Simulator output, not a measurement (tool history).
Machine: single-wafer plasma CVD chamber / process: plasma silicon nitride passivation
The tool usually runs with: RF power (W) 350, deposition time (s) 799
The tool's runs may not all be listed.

run	hour	RF power (W)	deposition time (s)	read-back reference wafer on the same gauge, thickness_nm	mean film thickness on the monitor wafer (nm)
1	0	350	799	834.846	919.041
2	52.5	350	799	834.628	917.159
3	83.2	350	799	834.925	922.478
4	143.3	325	799	835.313	896.085
5	173	350	799	835.075	915.404
6	222.7	350	799	834.811	916.785
7	259.1	350	799	835.288	915.271
8	312.2	350	799	835.175	909.558
9	373.3	375	861	834.738	1003.768
10	439	375	861	835.032	1008.961
11	478.5	395	914	835.185	1091.549
12	527.2	395	914	834.784	1085.305
13	558	395	914	835.289	1085.118
14	700.1	350	799	835.356	908.547
15	751.7	370	799	835.064	924.948
16	784.6	390	799	834.891	944.326
# hour 796.9: RF generator calibrated
17	828.6	395	689	834.943	833.43
18	881.6	350	799	834.943	931.373
# hour 892.8: showerhead replaced
19	940.9	370	650	834.976	772.514
# hour 988: gauge calibrated
20	1000.1	350	799	834.802	930.3
21	1055.6	320	932	834.998	1050.197
22	1122.2	295	905	835.351	989.236
23	1191.7	350	799	834.556	933.207
24	1216.3	280	672	834.439	719.475
25	1243	350	799	835.022	928.232
26	1305	350	753	835.229	878.315
27	1369.7	405	685	835.401	839.613
28	1422.8	405	862	835.191	1050.626

Alternative continuations, all from the tool just after run 28; predict every row:
A	1423.4	400	799	?	?
B	1423.4	390	878	?	?
C	1423.4	290	799	?	?

run	read-back reference wafer on the same gauge, thickness_nm	mean film thickness on the monitor wafer (nm)
A	835.518	970.818
B	835.518	1057.408
C	835.518	864.861
The same runs, with their run-to-run variation unchanged, on a tool lacking any hidden condition would have given:
run	mean film thickness on the monitor wafer (nm)
A	981
B	1068.499
C	873.932
